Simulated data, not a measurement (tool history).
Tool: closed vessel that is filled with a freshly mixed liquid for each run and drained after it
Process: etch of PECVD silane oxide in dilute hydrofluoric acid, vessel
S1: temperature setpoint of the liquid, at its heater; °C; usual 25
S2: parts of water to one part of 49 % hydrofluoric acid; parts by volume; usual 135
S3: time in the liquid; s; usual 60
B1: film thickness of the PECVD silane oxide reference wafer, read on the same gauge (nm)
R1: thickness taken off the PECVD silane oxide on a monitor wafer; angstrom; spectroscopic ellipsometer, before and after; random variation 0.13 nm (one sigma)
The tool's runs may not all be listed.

Run 1, day 0: usual settings; B1 29.93. Result: R1 166.8 angstrom.
Run 2, day 1.158: usual settings; B1 29.91. Result: R1 169.4 angstrom.
Run 3, day 3.092: usual settings; B1 29.91. Result: R1 166.4 angstrom.
Run 4, day 5.992: usual settings; B1 29.88. Result: R1 167 angstrom.
Run 5, day 8.738: usual settings but S2 150 parts by volume; B1 29.8. Result: R1 147.8 angstrom.
Run 6, day 10.346: usual settings but S1 23.5 °C; B1 29.79. Result: R1 159.2 angstrom.
Run 7, day 12.533: usual settings but S1 23.5 °C; B1 29.69. Result: R1 158 angstrom.
Run 8, day 13.804: usual settings but S1 23.5 °C; B1 29.68. Result: R1 159.9 angstrom.
Run 9, day 14.917: usual settings but S2 175 parts by volume; B1 29.64. Result: R1 122.6 angstrom.
Run 10, day 17.55: usual settings but S2 175 parts by volume; B1 29.56. Result: R1 123.9 angstrom.
Run 11, day 19.871: usual settings but S2 175 parts by volume; B1 29.46. Result: R1 121.6 angstrom.
Run 12, day 22.417: usual settings; B1 29.37. Result: R1 164.6 angstrom.
Run 13, day 25.012: usual settings but S1 21 °C, S2 80 parts by volume, S3 35 s; B1 29.25. Result: R1 148.5 angstrom.
At day 25.8: thermometer replaced.
Run 14, day 27.592: usual settings but S1 22.5 °C; B1 29.1. Result: R1 149.9 angstrom.
Run 15, day 29.258: usual settings but S1 20.5 °C, S2 70 parts by volume, S3 35 s; B1 29.01. Result: R1 165.1 angstrom.
At day 32.062: gauge calibrated.
Run 16, day 32.217: usual settings but S1 28.5 °C, S2 70 parts by volume; B1 29.88. Result: R1 400.6 angstrom.
Run 17, day 33.642: usual settings; B1 29.89. Result: R1 169 angstrom.
Run 18, day 34.779: usual settings but S2 175 parts by volume, S3 30 s; B1 29.88. Result: R1 61.1 angstrom.
At day 35.496: hydrofluoric acid flow meter replaced.
Run 19, day 37.612: usual settings but S1 21.5 °C, S2 65 parts by volume; B1 29.85. Result: R1 327.4 angstrom.
Run 20, day 40.35: usual settings; B1 29.79. Result: R1 167.6 angstrom.
Run 21, day 42.325: usual settings but S1 26.5 °C, S3 75 s; B1 29.75. Result: R1 223.5 angstrom.
Run 22, day 44.183: usual settings but S3 35 s; B1 29.78. Result: R1 97.5 angstrom.
Run 23, day 46.496: usual settings but S1 27 °C, S2 200 parts by volume, S3 50 s; B1 29.66. Result: R1 93.5 angstrom.

Forecast each of these 4 alternatives for the next run:
Run A, day 46.525: usual settings but S3 30 s; B1 ?. Result: R1 ?.
Run B, day 46.525: usual settings but S3 90 s; B1 ?. Result: R1 ?.
Run C, day 46.525: usual settings but S1 20 °C, S2 155 parts by volume, S3 85 s; B1 ?. Result: R1 ?.
Run D, day 46.525: usual settings but S1 26.5 °C, S2 170 parts by volume; B1 ?. Result: R1 ?.

run     B1     R1
  A  29.69   83.5
  B  29.69  250.4
  C  29.69  165.8
  D  29.69  134.5
Without the tool's hidden state the same runs would have given:
run     R1
  A   84.3
  B    253
  C  167.5
  D  135.9
